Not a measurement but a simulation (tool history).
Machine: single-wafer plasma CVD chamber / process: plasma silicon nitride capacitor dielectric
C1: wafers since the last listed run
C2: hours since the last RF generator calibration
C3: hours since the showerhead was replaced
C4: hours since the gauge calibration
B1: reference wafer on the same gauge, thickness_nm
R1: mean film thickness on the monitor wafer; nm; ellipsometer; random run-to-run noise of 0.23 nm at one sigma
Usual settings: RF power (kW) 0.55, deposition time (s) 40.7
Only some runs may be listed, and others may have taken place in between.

run 1 hour=0 | RF_power_(kW)=0.55 deposition_time_(s)=40.7 | C1=0 C2=574.8 C3=3310 C4=892 | B1=66.789 | R1=65.17
run 2 hour=65.1 | RF_power_(kW)=0.55 deposition_time_(s)=40.7 | C1=2268 C2=639.9 C3=3375.1 C4=957.1 | B1=66.762 | R1=64.743
run 3 hour=136.4 | RF_power_(kW)=0.55 deposition_time_(s)=40.7 | C1=2484 C2=711.2 C3=3446.4 C4=1028.4 | B1=66.819 | R1=65.1
run 4 hour=289.1 | RF_power_(kW)=0.55 deposition_time_(s)=40.7 | C1=5320 C2=863.9 C3=3599.1 C4=1181.1 | B1=66.816 | R1=65.114
run 5 hour=359 | RF_power_(kW)=0.55 deposition_time_(s)=40.7 | C1=2435 C2=933.8 C3=3669 C4=1251 | B1=66.764 | R1=65.187
run 6 hour=396.1 | RF_power_(kW)=0.55 deposition_time_(s)=40.7 | C1=1292 C2=970.9 C3=3706.1 C4=1288.1 | B1=66.83 | R1=64.881
-- hour=404.4 RF generator calibrated
run 7 hour=467.8 | RF_power_(kW)=0.515 deposition_time_(s)=44.4 | C1=2219 C2=63.4 C3=3777.8 C4=1359.8 | B1=66.749 | R1=69.315
run 8 hour=516.4 | RF_power_(kW)=0.55 deposition_time_(s)=40.7 | C1=1693 C2=112 C3=3826.4 C4=1408.4 | B1=66.834 | R1=64.552
run 9 hour=565.5 | RF_power_(kW)=0.55 deposition_time_(s)=40.7 | C1=1710 C2=161.1 C3=3875.5 C4=1457.5 | B1=66.815 | R1=64.103
run 10 hour=614.6 | RF_power_(kW)=0.55 deposition_time_(s)=40.7 | C1=1710 C2=210.2 C3=3924.6 C4=1506.6 | B1=66.812 | R1=64.075
run 11 hour=664.6 | RF_power_(kW)=0.55 deposition_time_(s)=40.7 | C1=1742 C2=260.2 C3=3974.6 C4=1556.6 | B1=66.805 | R1=64.425
run 12 hour=709 | RF_power_(kW)=0.55 deposition_time_(s)=40.7 | C1=1547 C2=304.6 C3=4019 C4=1601 | B1=66.785 | R1=64.244
run 13 hour=751.3 | RF_power_(kW)=0.55 deposition_time_(s)=40.7 | C1=1473 C2=346.9 C3=4061.3 C4=1643.3 | B1=66.838 | R1=64.417
run 14 hour=813 | RF_power_(kW)=0.55 deposition_time_(s)=40.7 | C1=2149 C2=408.6 C3=4123 C4=1705 | B1=66.836 | R1=64.228
run 15 hour=844.1 | RF_power_(kW)=0.55 deposition_time_(s)=40.7 | C1=1083 C2=439.7 C3=4154.1 C4=1736.1 | B1=66.772 | R1=63.99
run 16 hour=879.5 | RF_power_(kW)=0.55 deposition_time_(s)=40.7 | C1=1233 C2=475.1 C3=4189.5 C4=1771.5 | B1=66.782 | R1=64.147
run 17 hour=908.9 | RF_power_(kW)=0.55 deposition_time_(s)=46.7 | C1=1024 C2=504.5 C3=4218.9 C4=1800.9 | B1=66.814 | R1=73.623
-- hour=920.7 RF generator calibrated, repeated, since the last time left the tool worse
run 18 hour=1101.1 | RF_power_(kW)=0.55 deposition_time_(s)=46.7 | C1=6418 C2=180.4 C3=4411.1 C4=1993.1 | B1=66.837 | R1=75.225
run 19 hour=1166.4 | RF_power_(kW)=0.55 deposition_time_(s)=46.7 | C1=2275 C2=245.7 C3=4476.4 C4=2058.4 | B1=66.774 | R1=75.054
run 20 hour=1218.7 | RF_power_(kW)=0.55 deposition_time_(s)=40.7 | C1=1822 C2=298 C3=4528.7 C4=2110.7 | B1=66.801 | R1=65.215
run 21 hour=1406.8 | RF_power_(kW)=0.55 deposition_time_(s)=40.7 | C1=6554 C2=486.1 C3=4716.8 C4=2298.8 | B1=66.766 | R1=65.573
run 22 hour=1438.3 | RF_power_(kW)=0.55 deposition_time_(s)=40.7 | C1=1097 C2=517.6 C3=4748.3 C4=2330.3 | B1=66.772 | R1=65.773
run 23 hour=1486.3 | RF_power_(kW)=0.47 deposition_time_(s)=36.9 | C1=1672 C2=565.6 C3=4796.3 C4=2378.3 | B1=66.794 | R1=57.421
run 24 hour=1648.7 | RF_power_(kW)=0.51 deposition_time_(s)=48.5 | C1=5658 C2=728 C3=4958.7 C4=2540.7 | B1=66.753 | R1=76.259
run 25 hour=1689.7 | RF_power_(kW)=0.6 deposition_time_(s)=36.9 | C1=1428 C2=769 C3=4999.7 C4=2581.7 | B1=66.796 | R1=59.988
-- hour=1697.5 gauge calibrated
run 26 hour=1728.4 | RF_power_(kW)=0.475 deposition_time_(s)=37.4 | C1=1348 C2=807.7 C3=5038.4 C4=30.9 | B1=66.766 | R1=58.006
-- hour=1793.4 RF generator calibrated
run 27 hour=1798.4 | RF_power_(kW)=0.55 deposition_time_(s)=40.7 | C1=2160 C2=5 C3=5108.4 C4=100.9 | B1=66.865 | R1=65.765
run 28 hour=1839.2 | RF_power_(kW)=0.585 deposition_time_(s)=37.3 | C1=1421 C2=45.8 C3=5149.2 C4=141.7 | B1=66.817 | R1=61.262
run 29 hour=1901.4 | RF_power_(kW)=0.65 deposition_time_(s)=32.9 | C1=2167 C2=108 C3=5211.4 C4=203.9 | B1=66.828 | R1=54.85
run 30 hour=1954.7 | RF_power_(kW)=0.55 deposition_time_(s)=40.7 | C1=1857 C2=161.3 C3=5264.7 C4=257.2 | B1=66.803 | R1=65.551
run 31 hour=1994 | RF_power_(kW)=0.55 deposition_time_(s)=36.3 | C1=1369 C2=200.6 C3=5304 C4=296.5 | B1=66.809 | R1=58.464
run 32 hour=2047.8 | RF_power_(kW)=0.55 deposition_time_(s)=40.7 | C1=1874 C2=254.4 C3=5357.8 C4=350.3 | B1=66.765 | R1=65.984
run 33 hour=2110.6 | RF_power_(kW)=0.625 deposition_time_(s)=40.7 | C1=2188 C2=317.2 C3=5420.6 C4=413.1 | B1=66.806 | R1=67.548
-- hour=2129.3 showerhead replaced
run 34 hour=2173.3 | RF_power_(kW)=0.55 deposition_time_(s)=40.7 | C1=1905 C2=379.9 C3=44 C4=475.8 | B1=66.755 | R1=65.603
run 35 hour=2222.4 | RF_power_(kW)=0.55 deposition_time_(s)=40.7 | C1=1710 C2=429 C3=93.1 C4=524.9 | B1=66.766 | R1=65.5
run 36 hour=2259.1 | RF_power_(kW)=0.55 deposition_time_(s)=48 | C1=1278 C2=465.7 C3=129.8 C4=561.6 | B1=66.795 | R1=77.403
run 37 hour=2316.5 | RF_power_(kW)=0.64 deposition_time_(s)=44.5 | C1=2000 C2=523.1 C3=187.2 C4=619 | B1=66.784 | R1=73.981
run 38 hour=2365.2 | RF_power_(kW)=0.62 deposition_time_(s)=44.5 | C1=1696 C2=571.8 C3=235.9 C4=667.7 | B1=66.786 | R1=72.926
run 39 hour=2408 | RF_power_(kW)=0.55 deposition_time_(s)=46.7 | C1=1491 C2=614.6 C3=278.7 C4=710.5 | B1=66.838 | R1=75.05
run 40 hour=2437.4 | RF_power_(kW)=0.55 deposition_time_(s)=40.7 | C1=1024 C2=644 C3=308.1 C4=739.9 | B1=66.779 | R1=65.654
run 41 hour=2472.6 | RF_power_(kW)=0.55 deposition_time_(s)=40.7 | C1=1226 C2=679.2 C3=343.3 C4=775.1 | B1=66.795 | R1=65.113
run 42 hour=2517.7 | RF_power_(kW)=0.59 deposition_time_(s)=34.8 | C1=1571 C2=724.3 C3=388.4 C4=820.2 | B1=66.805 | R1=56.571
run 43 hour=2551 | RF_power_(kW)=0.47 deposition_time_(s)=33 | C1=1160 C2=757.6 C3=421.7 C4=853.5 | B1=66.813 | R1=51.428
run 44 hour=2619.8 | RF_power_(kW)=0.63 deposition_time_(s)=38.6 | C1=2397 C2=826.4 C3=490.5 C4=922.3 | B1=66.769 | R1=63.536
run 45 hour=2674.2 | RF_power_(kW)=0.55 deposition_time_(s)=40.7 | C1=1895 C2=880.8 C3=544.9 C4=976.7 | B1=66.806 | R1=65.154

Results per run with the tool's hidden condition removed, run-to-run variation unchanged:
The hidden state here: delivered RF power above the setpoint (%); gauge reads high (%).
run=1 R1=65.629
run=2 R1=65.239
run=3 R1=65.644
run=4 R1=65.754
run=5 R1=65.872
run=6 R1=65.587
run=7 R1=70.623
run=8 R1=65.802
run=9 R1=65.377
run=10 R1=65.379
run=11 R1=65.769
run=12 R1=65.614
run=13 R1=65.819
run=14 R1=65.666
run=15 R1=65.444
run=16 R1=65.627
run=17 R1=75.345
run=18 R1=75.358
run=19 R1=75.233
run=20 R1=65.403
run=21 R1=65.878
run=22 R1=66.1
run=23 R1=57.732
run=24 R1=76.791
run=25 R1=60.43
run=26 R1=58.455
run=27 R1=65.82
run=28 R1=61.337
run=29 R1=54.949
run=30 R1=65.703
run=31 R1=58.621
run=32 R1=66.195
run=33 R1=67.805
run=34 R1=65.891
run=35 R1=65.818
run=36 R1=77.806
run=37 R1=74.407
run=38 R1=73.38
run=39 R1=75.548
run=40 R1=66.108
run=41 R1=65.586
run=42 R1=57.006
run=43 R1=51.84
run=44 R1=64.087
run=45 R1=65.754
